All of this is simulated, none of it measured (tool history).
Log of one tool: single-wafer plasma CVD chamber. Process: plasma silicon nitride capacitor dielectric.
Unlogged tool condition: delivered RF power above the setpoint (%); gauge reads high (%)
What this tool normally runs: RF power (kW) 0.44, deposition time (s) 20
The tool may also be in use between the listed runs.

| run | hour | RF power (kW) | deposition time (s) | wafers since the last listed run | hours since the last RF generator calibration | hours since the showerhead was replaced | hours since the gauge calibration | read-back reference wafer on the same gauge, thickness_nm | mean film thickness on the monitor wafer (nm) |
|---|---|---|---|---|---|---|---|---|---|
| 1 | 0 | 0.44 | 18.6 | 0 | 35.2 | 4094.9 | 268 | 33.2 | 26.591 |
| 2 | 59.1 | 0.44 | 18.6 | 2097 | 94.3 | 4154 | 327.1 | 33.206 | 26.669 |
| 3 | 102 | 0.44 | 20 | 1522 | 137.2 | 4196.9 | 370 | 33.213 | 28.469 |
| 4 | 138.5 | 0.44 | 20 | 1295 | 173.7 | 4233.4 | 406.5 | 33.204 | 28.53 |
| 5 | 180 | 0.44 | 20 | 1473 | 215.2 | 4274.9 | 448 | 33.2 | 28.429 |
| 6 | 243.6 | 0.44 | 20 | 2257 | 278.8 | 4338.5 | 511.6 | 33.196 | 28.53 |
| 7 | 301.3 | 0.44 | 19.1 | 2048 | 336.5 | 4396.2 | 569.3 | 33.202 | 27.117 |
| 8 | 330.5 | 0.44 | 19.1 | 1036 | 365.7 | 4425.4 | 598.5 | 33.201 | 27.082 |
| 9 | 379.5 | 0.44 | 19.1 | 1739 | 414.7 | 4474.4 | 647.5 | 33.199 | 27.072 |
| 10 | 439.2 | 0.5 | 20 | 2119 | 474.4 | 4534.1 | 707.2 | 33.205 | 29.229 |
| 11 | 485.9 | 0.5 | 20 | 1657 | 521.1 | 4580.8 | 753.9 | 33.207 | 29.273 |
| 12 | 511.7 | 0.5 | 20 | 915 | 546.9 | 4606.6 | 779.7 | 33.208 | 29.153 |
|  | 544.2 | gauge calibrated |
| 13 | 583.2 | 0.42 | 19.1 | 2537 | 618.4 | 4678.1 | 39 | 33.191 | 26.736 |

What will run 14 give?
| 14 | 639.2 | 0.415 | 18.8 | 1987 | 674.4 | 4734.1 | 95 | ? | ? |

For run 14 the tool returned read-back reference wafer on the same gauge, thickness_nm 33.206, mean film thickness on the monitor wafer (nm) 26.223.
Had the tool carried no hidden state, the very same run would have given mean film thickness on the monitor wafer (nm) 26.556.
